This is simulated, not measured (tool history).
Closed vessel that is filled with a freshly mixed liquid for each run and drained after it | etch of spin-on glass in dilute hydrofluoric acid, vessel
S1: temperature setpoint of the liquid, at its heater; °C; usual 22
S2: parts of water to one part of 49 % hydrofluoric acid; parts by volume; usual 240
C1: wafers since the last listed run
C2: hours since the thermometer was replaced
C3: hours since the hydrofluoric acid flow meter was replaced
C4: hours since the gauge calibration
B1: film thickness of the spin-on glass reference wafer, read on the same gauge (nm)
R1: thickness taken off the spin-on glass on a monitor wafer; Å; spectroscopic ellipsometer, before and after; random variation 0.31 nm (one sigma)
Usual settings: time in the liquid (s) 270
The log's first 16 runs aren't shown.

Run 17, hour 782.2: usual settings but S1 26.5 °C, S2 125 parts by volume, time in the liquid (s) 125; C1 4166; C2 1524.8; C3 325.3; C4 1629.3; B1 138.55. Result: R1 546.5 Å.
At hour 800.3: gauge calibrated.
Run 18, hour 824.2: usual settings; C1 2440; C2 1566.8; C3 367.3; C4 23.9; B1 129.95. Result: R1 432.8 Å.
At hour 869.9: thermometer replaced.
Run 19, hour 893.6: usual settings; C1 3974; C2 23.7; C3 436.7; C4 93.3; B1 130.25. Result: R1 434.1 Å.
Run 20, hour 977.9: usual settings but S1 19 °C, S2 195 parts by volume, time in the liquid (s) 145; C1 4898; C2 108; C3 521; C4 177.6; B1 130.7. Result: R1 262.5 Å.
Run 21, hour 1009.4: usual settings; C1 1830; C2 139.5; C3 552.5; C4 209.1; B1 130.89. Result: R1 433 Å.
At hour 1042.3: hydrofluoric acid flow meter replaced.
Run 22, hour 1072.1: usual settings but S1 23.5 °C, S2 125 parts by volume, time in the liquid (s) 115; C1 3585; C2 202.2; C3 29.8; C4 271.8; B1 131.2. Result: R1 426.6 Å.
Run 23, hour 1104.3: usual settings but S1 20 °C, S2 320 parts by volume, time in the liquid (s) 215; C1 1871; C2 234.4; C3 62; C4 304; B1 131.31. Result: R1 222.2 Å.
Run 24, hour 1162.3: usual settings but S1 23.5 °C, S2 320 parts by volume, time in the liquid (s) 405; C1 3370; C2 292.4; C3 120; C4 362; B1 131.66. Result: R1 476.2 Å.
Run 25, hour 1205.6: usual settings; C1 2516; C2 335.7; C3 163.3; C4 405.3; B1 131.9. Result: R1 441.3 Å.
Run 26, hour 1270.5: usual settings but S1 19.5 °C, S2 340 parts by volume, time in the liquid (s) 155; C1 3771; C2 400.6; C3 228.2; C4 470.2; B1 132.2. Result: R1 147.8 Å.
Run 27, hour 1311.2: usual settings but S1 24 °C, S2 190 parts by volume, time in the liquid (s) 335; C1 2365; C2 441.3; C3 268.9; C4 510.9; B1 132.46. Result: R1 778.8 Å.
Run 28, hour 1372.4: usual settings but S1 20 °C, time in the liquid (s) 210; C1 3556; C2 502.5; C3 330.1; C4 572.1; B1 132.79. Result: R1 316.7 Å.
Run 29, hour 1438.9: usual settings but S1 19.5 °C, S2 330 parts by volume, time in the liquid (s) 200; C1 3864; C2 569; C3 396.6; C4 638.6; B1 133.09. Result: R1 198.3 Å.
Run 30, hour 1505.6: usual settings but S1 19.5 °C, S2 315 parts by volume; C1 3876; C2 635.7; C3 463.3; C4 705.3; B1 133.43. Result: R1 286.1 Å.
Run 31, hour 1548.7: usual settings; C1 2504; C2 678.8; C3 506.4; C4 748.4; B1 133.65. Result: R1 436.3 Å.

Forecast each of these 4 alternatives for the next run:
Run A, hour 1549.4: usual settings; C1 40; C2 679.5; C3 507.1; C4 749.1; B1 ?. Result: R1 ?.
Run B, hour 1549.4: usual settings but S1 26 °C; C1 40; C2 679.5; C3 507.1; C4 749.1; B1 ?. Result: R1 ?.
Run C, hour 1549.4: usual settings but S1 17.5 °C, time in the liquid (s) 130; C1 40; C2 679.5; C3 507.1; C4 749.1; B1 ?. Result: R1 ?.
Run D, hour 1549.4: usual settings but S1 20.5 °C, S2 345 parts by volume, time in the liquid (s) 190; C1 40; C2 679.5; C3 507.1; C4 749.1; B1 ?. Result: R1 ?.

run      B1     R1
  A  133.66  441.2
  B  133.66  509.6
  C  133.66  179.2
  D  133.66  185.7
Without the tool's hidden state the same runs would have given:
run     R1
  A  429.1
  B  495.7
  C  174.3
  D  180.6

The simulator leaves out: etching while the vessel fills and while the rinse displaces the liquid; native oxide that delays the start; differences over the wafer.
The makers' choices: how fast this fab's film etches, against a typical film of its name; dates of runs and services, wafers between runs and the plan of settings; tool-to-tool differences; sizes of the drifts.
